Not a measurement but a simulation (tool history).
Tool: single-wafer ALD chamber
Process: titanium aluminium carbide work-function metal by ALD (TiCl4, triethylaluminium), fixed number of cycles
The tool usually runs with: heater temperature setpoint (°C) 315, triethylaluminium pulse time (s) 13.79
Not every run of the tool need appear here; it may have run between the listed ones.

run	hour	heater temperature setpoint (°C)	triethylaluminium pulse time (s)	read-back reference wafer on the same gauge, thickness_nm	mean film thickness on the monitor wafer (nm)
1	0	315	13.79	2.161	2.096
2	42.1	315	13.79	2.161	2.095
3	112.5	315	13.79	2.161	2.094
4	162.9	315	13.79	2.16	2.099
5	211.9	315	10.07	2.16	2.009
6	268	327	13.79	2.16	2.184
7	351.8	327	13.79	2.161	2.175
8	395.7	327	13.79	2.161	2.178
9	431.4	326	12.41	2.16	2.144
# hour 453.5: triethylaluminium bottle replaced
10	469.3	326	12.41	2.162	2.184
11	515.8	318	13.79	2.16	2.141
12	552.6	315	13.79	2.159	2.125
13	592.5	315	11.55	2.161	2.093
14	636.3	315	11.55	2.161	2.107
15	668.7	315	11.55	2.16	2.105
# hour 672.5: gauge calibrated
16	715.9	315	17.32	2.16	2.132
17	750.1	301	15.37	2.161	2.018
18	779.3	315	10.43	2.16	2.078
19	805.3	311	17.56	2.161	2.096
20	829.6	320	18.07	2.159	2.173
21	898.4	324	19.2	2.16	2.204
22	927.2	322	8.99	2.16	2.066
23	965.9	315	13.79	2.16	2.114
# hour 987.1: showerhead replaced
24	1028.5	315	13.79	2.16	2.119
25	1062.7	306	17.42	2.159	2.075
26	1090.2	315	11.58	2.159	2.1
# hour 1102.6: thermocouple changed; heater temperature recalibrated
27	1128.9	319	13.79	2.16	2.116
28	1168.9	315	17.5	2.16	2.096
29	1208.7	315	13.79	2.159	2.085
30	1277.1	315	13.79	2.159	2.082
31	1312.4	315	18.72	2.16	2.104

Forecast run 32:
32	1349.3	315	15.81	?	?

{"run 32": {"read-back reference wafer on the same gauge, thickness_nm": 2.16, "mean film thickness on the monitor wafer (nm)": 2.101}}
Take away the tool's hidden state, keep the run-to-run variation as it was, and the same run would have given mean film thickness on the monitor wafer (nm) 2.088.
